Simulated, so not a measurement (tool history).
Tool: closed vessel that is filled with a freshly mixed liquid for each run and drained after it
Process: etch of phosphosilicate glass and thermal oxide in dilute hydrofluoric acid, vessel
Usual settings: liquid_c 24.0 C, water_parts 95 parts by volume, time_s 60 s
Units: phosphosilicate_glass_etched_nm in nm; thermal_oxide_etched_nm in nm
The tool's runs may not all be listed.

| run | hour | liquid_c | water_parts | time_s | read-back film thickness of the phosphosilicate glass reference wafer, read on the same gauge (nm) | read-back film thickness of the thermal oxide reference wafer, read on the same gauge (nm) | phosphosilicate_glass_etched_nm | thermal_oxide_etched_nm |
|---|---|---|---|---|---|---|---|---|
| 1 | 0.0 | 24.0 | 115 | 85 | 49.99 | 149.980 | 80.49 | 3.539 |
| 2 | 33.1 | 24.0 | 115 | 85 | 49.78 | 149.391 | 80.09 | 3.506 |
| 3 | 58.5 | 24.0 | 115 | 85 | 49.67 | 148.985 | 80.29 | 3.478 |
| 4 | 244.1 | 24.0 | 95 | 60 | 48.99 | 146.988 | 68.12 | 3.009 |
| 5 | 312.3 | 24.0 | 95 | 60 | 48.82 | 146.548 | 68.16 | 3.025 |
| 6 | 366.4 | 24.0 | 95 | 60 | 48.76 | 146.263 | 68.76 | 2.998 |
| 7 | 409.4 | 24.0 | 95 | 60 | 48.68 | 146.102 | 68.47 | 2.981 |
| 8 | 473.2 | 24.0 | 95 | 75 | 48.63 | 145.831 | 84.90 | 3.740 |
| 9 | 503.9 | 24.0 | 95 | 75 | 48.58 | 145.738 | 86.23 | 3.695 |
| 10 | 570.9 | 24.0 | 95 | 75 | 48.52 | 145.568 | 85.80 | 3.776 |
| 11 | 598.3 | 26.5 | 130 | 40 | 48.51 | 145.551 | 35.09 | 1.530 |
| 12 | 650.8 | 28.5 | 45 | 60 | 48.49 | 145.415 | 184.91 | 8.081 |
| 13 | 709.7 | 28.5 | 75 | 80 | 48.46 | 145.356 | 140.73 | 6.264 |
| 14 | 750.7 | 27.0 | 110 | 85 | 48.45 | 145.307 | 91.62 | 4.053 |
| 15 | 780.8 | 24.0 | 95 | 60 | 48.42 | 145.286 | 68.55 | 2.991 |
| 16 | 821.5 | 24.0 | 95 | 60 | 48.42 | 145.215 | 67.39 | 2.988 |

Forecast run 17:
|  | 866.0 | gauge calibrated |
|  | 868.5 | hydrofluoric acid flow meter replaced |
| 17 | 874.4 | 27.0 | 115 | 35 | ? | ? | ? | ? |

Run 17 gave read-back film thickness of the phosphosilicate glass reference wafer, read on the same gauge (nm) 49.91, read-back film thickness of the thermal oxide reference wafer, read on the same gauge (nm) 149.796, phosphosilicate_glass_etched_nm 36.97 nm, thermal_oxide_etched_nm 1.623 nm.
Without the tool's hidden state the same run would have given phosphosilicate_glass_etched_nm 37.02 nm, thermal_oxide_etched_nm 1.625 nm.

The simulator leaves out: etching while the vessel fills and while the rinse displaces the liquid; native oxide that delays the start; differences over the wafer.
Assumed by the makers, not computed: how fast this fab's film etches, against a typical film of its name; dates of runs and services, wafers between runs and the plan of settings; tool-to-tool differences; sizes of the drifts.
